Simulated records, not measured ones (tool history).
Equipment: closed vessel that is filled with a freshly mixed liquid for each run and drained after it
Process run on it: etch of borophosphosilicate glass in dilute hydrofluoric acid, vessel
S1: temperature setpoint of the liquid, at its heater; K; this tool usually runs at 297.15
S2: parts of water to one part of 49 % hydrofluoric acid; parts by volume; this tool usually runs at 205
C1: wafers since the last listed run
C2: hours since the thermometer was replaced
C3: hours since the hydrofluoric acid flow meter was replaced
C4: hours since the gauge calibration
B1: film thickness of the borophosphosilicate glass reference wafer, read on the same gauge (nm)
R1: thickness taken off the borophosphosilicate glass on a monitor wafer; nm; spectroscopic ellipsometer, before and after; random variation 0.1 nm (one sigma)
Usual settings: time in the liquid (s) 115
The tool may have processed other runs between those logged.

run 1 hour=0 | S1=297.15 S2=205 time_in_the_liquid_(s)=115 | C1=0 C2=233.4 C3=654.1 C4=51.1 | B1=40.03 | R1=24.25
run 2 hour=95.5 | S1=297.15 S2=205 time_in_the_liquid_(s)=115 | C1=11600 C2=328.9 C3=749.6 C4=146.6 | B1=40.01 | R1=24.13
run 3 hour=134.9 | S1=297.15 S2=205 time_in_the_liquid_(s)=115 | C1=4785 C2=368.3 C3=789 C4=186 | B1=40.04 | R1=24.08
run 4 hour=220.3 | S1=297.15 S2=205 time_in_the_liquid_(s)=115 | C1=10373 C2=453.7 C3=874.4 C4=271.4 | B1=40.01 | R1=24.3
run 5 hour=278.5 | S1=297.15 S2=155 time_in_the_liquid_(s)=115 | C1=7069 C2=511.9 C3=932.6 C4=329.6 | B1=40.02 | R1=33.94
run 6 hour=347.7 | S1=297.15 S2=155 time_in_the_liquid_(s)=115 | C1=8405 C2=581.1 C3=1001.8 C4=398.8 | B1=40 | R1=34.11
run 7 hour=415 | S1=297.15 S2=155 time_in_the_liquid_(s)=115 | C1=8174 C2=648.4 C3=1069.1 C4=466.1 | B1=40.03 | R1=33.95
run 8 hour=461.8 | S1=297.15 S2=205 time_in_the_liquid_(s)=115 | C1=5684 C2=695.2 C3=1115.9 C4=512.9 | B1=40.04 | R1=24.55
run 9 hour=515.5 | S1=297.15 S2=205 time_in_the_liquid_(s)=115 | C1=6522 C2=748.9 C3=1169.6 C4=566.6 | B1=39.99 | R1=24.34
run 10 hour=569.8 | S1=292.65 S2=280 time_in_the_liquid_(s)=115 | C1=6595 C2=803.2 C3=1223.9 C4=620.9 | B1=40.05 | R1=14.06
run 11 hour=675.7 | S1=294.65 S2=300 time_in_the_liquid_(s)=55 | C1=12863 C2=909.1 C3=1329.8 C4=726.8 | B1=39.97 | R1=6.66
run 12 hour=730.9 | S1=295.65 S2=145 time_in_the_liquid_(s)=180 | C1=6704 C2=964.3 C3=1385 C4=782 | B1=39.99 | R1=54.21
run 13 hour=808.4 | S1=300.15 S2=130 time_in_the_liquid_(s)=115 | C1=9413 C2=1041.8 C3=1462.5 C4=859.5 | B1=39.99 | R1=46.98
run 14 hour=847.9 | S1=300.65 S2=160 time_in_the_liquid_(s)=75 | C1=4797 C2=1081.3 C3=1502 C4=899 | B1=39.97 | R1=24.47
run 15 hour=919.3 | S1=297.15 S2=205 time_in_the_liquid_(s)=115 | C1=8672 C2=1152.7 C3=1573.4 C4=970.4 | B1=39.98 | R1=24.6
-- hour=974.4 hydrofluoric acid flow meter replaced
run 16 hour=981 | S1=299.15 S2=130 time_in_the_liquid_(s)=75 | C1=7373 C2=1214.4 C3=6.6 C4=1032.1 | B1=40.01 | R1=28.88
run 17 hour=1081 | S1=297.15 S2=205 time_in_the_liquid_(s)=115 | C1=12146 C2=1314.4 C3=106.6 C4=1132.1 | B1=39.98 | R1=23.9
run 18 hour=1177.8 | S1=299.15 S2=205 time_in_the_liquid_(s)=95 | C1=11757 C2=1411.2 C3=203.4 C4=1228.9 | B1=40.05 | R1=21.29
run 19 hour=1269.6 | S1=297.15 S2=250 time_in_the_liquid_(s)=185 | C1=11150 C2=1503 C3=295.2 C4=1320.7 | B1=39.98 | R1=30.35

What will run 20 give?
run 20 hour=1314.7 | S1=294.15 S2=240 time_in_the_liquid_(s)=90 | C1=5478 C2=1548.1 C3=340.3 C4=1365.8 | B1=? | R1=?

B1: 39.97
R1: 13.76 nm
If the tool had no hidden condition, the same run with the same run-to-run variation would have returned R1 13.67 nm.
